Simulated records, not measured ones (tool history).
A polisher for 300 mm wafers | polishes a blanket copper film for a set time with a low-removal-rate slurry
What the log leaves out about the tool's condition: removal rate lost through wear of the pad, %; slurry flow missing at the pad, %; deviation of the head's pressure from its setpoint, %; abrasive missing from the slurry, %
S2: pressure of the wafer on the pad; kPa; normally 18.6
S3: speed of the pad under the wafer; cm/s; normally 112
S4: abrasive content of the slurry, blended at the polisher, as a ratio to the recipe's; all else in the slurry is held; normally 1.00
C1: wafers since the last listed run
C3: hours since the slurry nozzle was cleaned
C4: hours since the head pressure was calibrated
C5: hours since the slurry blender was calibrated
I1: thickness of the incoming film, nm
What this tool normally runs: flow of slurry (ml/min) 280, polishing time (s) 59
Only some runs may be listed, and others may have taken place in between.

run 1 hour=0.0 | flow_of_slurry_(ml/min)=280 S2=18.6 S3=112 S4=1.00 polishing_time_(s)=59 | C1=0 wafers_polished_on_this_pad=1478 C3=680.6 C4=65.5 C5=194.2 | I1=1421.5 | film_removed_(Å)=1868
-- hour=9.3 slurry blender recalibrated
-- hour=27.2 slurry nozzle cleaned
-- hour=60.4 worn pad replaced by a new one
run 2 hour=76.6 | flow_of_slurry_(ml/min)=280 S2=18.6 S3=112 S4=1.00 polishing_time_(s)=59 | C1=714 wafers_polished_on_this_pad=166 C3=49.4 C4=142.1 C5=67.3 | I1=1404.1 | film_removed_(Å)=2078
run 3 hour=101.4 | flow_of_slurry_(ml/min)=280 S2=18.6 S3=112 S4=1.00 polishing_time_(s)=59 | C1=254 wafers_polished_on_this_pad=421 C3=74.2 C4=166.9 C5=92.1 | I1=1431.9 | film_removed_(Å)=2041
run 4 hour=117.3 | flow_of_slurry_(ml/min)=280 S2=18.6 S3=112 S4=1.00 polishing_time_(s)=59 | C1=163 wafers_polished_on_this_pad=584 C3=90.1 C4=182.8 C5=108.0 | I1=1438.0 | film_removed_(Å)=2030
run 5 hour=142.2 | flow_of_slurry_(ml/min)=280 S2=18.6 S3=112 S4=1.00 polishing_time_(s)=70 | C1=255 wafers_polished_on_this_pad=839 C3=115.0 C4=207.7 C5=132.9 | I1=1427.6 | film_removed_(Å)=2374
run 6 hour=172.3 | flow_of_slurry_(ml/min)=280 S2=18.6 S3=112 S4=1.00 polishing_time_(s)=59 | C1=308 wafers_polished_on_this_pad=1148 C3=145.1 C4=237.8 C5=163.0 | I1=1405.2 | film_removed_(Å)=1947
-- hour=187.0 slurry blender recalibrated
run 7 hour=196.3 | flow_of_slurry_(ml/min)=280 S2=18.6 S3=112 S4=1.00 polishing_time_(s)=59 | C1=225 wafers_polished_on_this_pad=1374 C3=169.1 C4=261.8 C5=9.3 | I1=1407.0 | film_removed_(Å)=2040
run 8 hour=230.3 | flow_of_slurry_(ml/min)=280 S2=18.6 S3=112 S4=1.00 polishing_time_(s)=59 | C1=348 wafers_polished_on_this_pad=1723 C3=203.1 C4=295.8 C5=43.3 | I1=1419.1 | film_removed_(Å)=1939
run 9 hour=257.7 | flow_of_slurry_(ml/min)=280 S2=18.6 S3=112 S4=1.00 polishing_time_(s)=59 | C1=281 wafers_polished_on_this_pad=2004 C3=230.5 C4=323.2 C5=70.7 | I1=1408.5 | film_removed_(Å)=1865
-- hour=267.3 worn pad replaced by a new one
-- hour=356.9 slurry blender recalibrated
run 10 hour=358.3 | flow_of_slurry_(ml/min)=280 S2=18.6 S3=112 S4=1.00 polishing_time_(s)=59 | C1=970 wafers_polished_on_this_pad=913 C3=331.1 C4=423.8 C5=1.4 | I1=1410.3 | film_removed_(Å)=2026
run 11 hour=385.4 | flow_of_slurry_(ml/min)=280 S2=22.8 S3=112 S4=1.00 polishing_time_(s)=75 | C1=278 wafers_polished_on_this_pad=1191 C3=358.2 C4=450.9 C5=28.5 | I1=1393.8 | film_removed_(Å)=3029
run 12 hour=407.0 | flow_of_slurry_(ml/min)=280 S2=22.8 S3=112 S4=1.00 polishing_time_(s)=75 | C1=221 wafers_polished_on_this_pad=1413 C3=379.8 C4=472.5 C5=50.1 | I1=1394.5 | film_removed_(Å)=3056
run 13 hour=424.5 | flow_of_slurry_(ml/min)=280 S2=22.8 S3=112 S4=1.00 polishing_time_(s)=75 | C1=179 wafers_polished_on_this_pad=1593 C3=397.3 C4=490.0 C5=67.6 | I1=1421.5 | film_removed_(Å)=3016
-- hour=445.5 worn pad replaced by a new one
run 14 hour=459.9 | flow_of_slurry_(ml/min)=280 S2=18.6 S3=112 S4=1.00 polishing_time_(s)=59 | C1=322 wafers_polished_on_this_pad=147 C3=432.7 C4=525.4 C5=103.0 | I1=1424.0 | film_removed_(Å)=2063
run 15 hour=478.4 | flow_of_slurry_(ml/min)=280 S2=18.6 S3=112 S4=1.00 polishing_time_(s)=59 | C1=189 wafers_polished_on_this_pad=337 C3=451.2 C4=543.9 C5=121.5 | I1=1406.7 | film_removed_(Å)=2037
run 16 hour=493.2 | flow_of_slurry_(ml/min)=280 S2=18.6 S3=136 S4=1.00 polishing_time_(s)=59 | C1=151 wafers_polished_on_this_pad=489 C3=466.0 C4=558.7 C5=136.3 | I1=1394.3 | film_removed_(Å)=2443
run 17 hour=507.8 | flow_of_slurry_(ml/min)=280 S2=18.6 S3=112 S4=1.00 polishing_time_(s)=59 | C1=149 wafers_polished_on_this_pad=639 C3=480.6 C4=573.3 C5=150.9 | I1=1406.3 | film_removed_(Å)=2056
run 18 hour=520.8 | flow_of_slurry_(ml/min)=205 S2=18.6 S3=126 S4=1.00 polishing_time_(s)=59 | C1=133 wafers_polished_on_this_pad=772 C3=493.6 C4=586.3 C5=163.9 | I1=1392.4 | film_removed_(Å)=2167
-- hour=527.3 slurry blender recalibrated
-- hour=532.8 head pressure recalibrated
run 19 hour=606.7 | flow_of_slurry_(ml/min)=280 S2=18.6 S3=112 S4=0.90 polishing_time_(s)=39 | C1=840 wafers_polished_on_this_pad=1613 C3=579.5 C4=73.9 C5=79.4 | I1=1408.4 | film_removed_(Å)=1231
-- hour=619.6 worn pad replaced by a new one
run 20 hour=628.5 | flow_of_slurry_(ml/min)=325 S2=18.6 S3=84 S4=1.00 polishing_time_(s)=59 | C1=182 wafers_polished_on_this_pad=91 C3=601.3 C4=95.7 C5=101.2 | I1=1422.6 | film_removed_(Å)=1558
run 21 hour=642.9 | flow_of_slurry_(ml/min)=280 S2=18.6 S3=74 S4=1.00 polishing_time_(s)=59 | C1=147 wafers_polished_on_this_pad=238 C3=615.7 C4=110.1 C5=115.6 | I1=1398.6 | film_removed_(Å)=1358
-- hour=683.1 slurry nozzle cleaned
-- hour=732.5 slurry blender recalibrated
run 22 hour=747.9 | flow_of_slurry_(ml/min)=180 S2=21.4 S3=112 S4=1.00 polishing_time_(s)=59 | C1=1046 wafers_polished_on_this_pad=1285 C3=64.8 C4=215.1 C5=15.4 | I1=1413.3 | film_removed_(Å)=2171
run 23 hour=767.0 | flow_of_slurry_(ml/min)=280 S2=18.6 S3=112 S4=1.00 polishing_time_(s)=59 | C1=196 wafers_polished_on_this_pad=1481 C3=83.9 C4=234.2 C5=34.5 | I1=1384.0 | film_removed_(Å)=2034
run 24 hour=794.8 | flow_of_slurry_(ml/min)=280 S2=18.6 S3=112 S4=1.20 polishing_time_(s)=59 | C1=285 wafers_polished_on_this_pad=1766 C3=111.7 C4=262.0 C5=62.3 | I1=1422.5 | film_removed_(Å)=2063
-- hour=808.2 worn pad replaced by a new one
run 25 hour=825.5 | flow_of_slurry_(ml/min)=280 S2=21.4 S3=112 S4=1.00 polishing_time_(s)=59 | C1=274 wafers_polished_on_this_pad=177 C3=142.4 C4=292.7 C5=93.0 | I1=1424.9 | film_removed_(Å)=2337
run 26 hour=848.0 | flow_of_slurry_(ml/min)=280 S2=22.1 S3=112 S4=1.00 polishing_time_(s)=59 | C1=230 wafers_polished_on_this_pad=408 C3=164.9 C4=315.2 C5=115.5 | I1=1416.5 | film_removed_(Å)=2488
run 27 hour=871.7 | flow_of_slurry_(ml/min)=320 S2=14.5 S3=134 S4=1.00 polishing_time_(s)=59 | C1=243 wafers_polished_on_this_pad=651 C3=188.6 C4=338.9 C5=139.2 | I1=1412.7 | film_removed_(Å)=1972
-- hour=891.8 slurry blender recalibrated
run 28 hour=895.5 | flow_of_slurry_(ml/min)=210 S2=20.7 S3=112 S4=0.75 polishing_time_(s)=59 | C1=223 wafers_polished_on_this_pad=875 C3=212.4 C4=362.7 C5=3.7 | I1=1431.4 | film_removed_(Å)=1966
run 29 hour=916.7 | flow_of_slurry_(ml/min)=280 S2=18.6 S3=112 S4=1.00 polishing_time_(s)=78 | C1=217 wafers_polished_on_this_pad=1093 C3=233.6 C4=383.9 C5=24.9 | I1=1400.3 | film_removed_(Å)=2700

What was the tool's hidden state at every run in the log?
slurry flow missing at the pad, %: 0, the same for each run
deviation of the head's pressure from its setpoint, %: 0, the same for each run
H1: removal rate lost through wear of the pad, %
H2: abrasive missing from the slurry, %
run=1 H1=6.65 H2=18.1
run=2 H1=2.08 H2=3.73
run=3 H1=2.42 H2=5.5
run=4 H1=2.8 H2=6.93
run=5 H1=3.64 H2=9.61
run=6 H1=5.05 H2=13.6
run=7 H1=6.5 H2=1.37
run=8 H1=9.02 H2=2.17
run=9 H1=11.5 H2=3.57
run=10 H1=2.75 H2=0.339
run=11 H1=4.12 H2=0.702
run=12 H1=5.47 H2=1.46
run=13 H1=6.74 H2=2.38
run=14 H1=1.36 H2=5.08
run=15 H1=1.57 H2=6.94
run=16 H1=1.86 H2=8.65
run=17 H1=2.25 H2=10.5
run=18 H1=2.69 H2=12.4
run=19 H1=7.62 H2=3.32
run=20 H1=1.37 H2=5.08
run=21 H1=1.48 H2=6.48
run=22 H1=5.35 H2=0.422
run=23 H1=6.62 H2=0.848
run=24 H1=8.8 H2=2.05
run=25 H1=0.663 H2=4.18
run=26 H1=0.975 H2=6.28
run=27 H1=1.57 H2=8.98
run=28 H1=2.44 H2=0.453
run=29 H1=3.45 H2=0.724
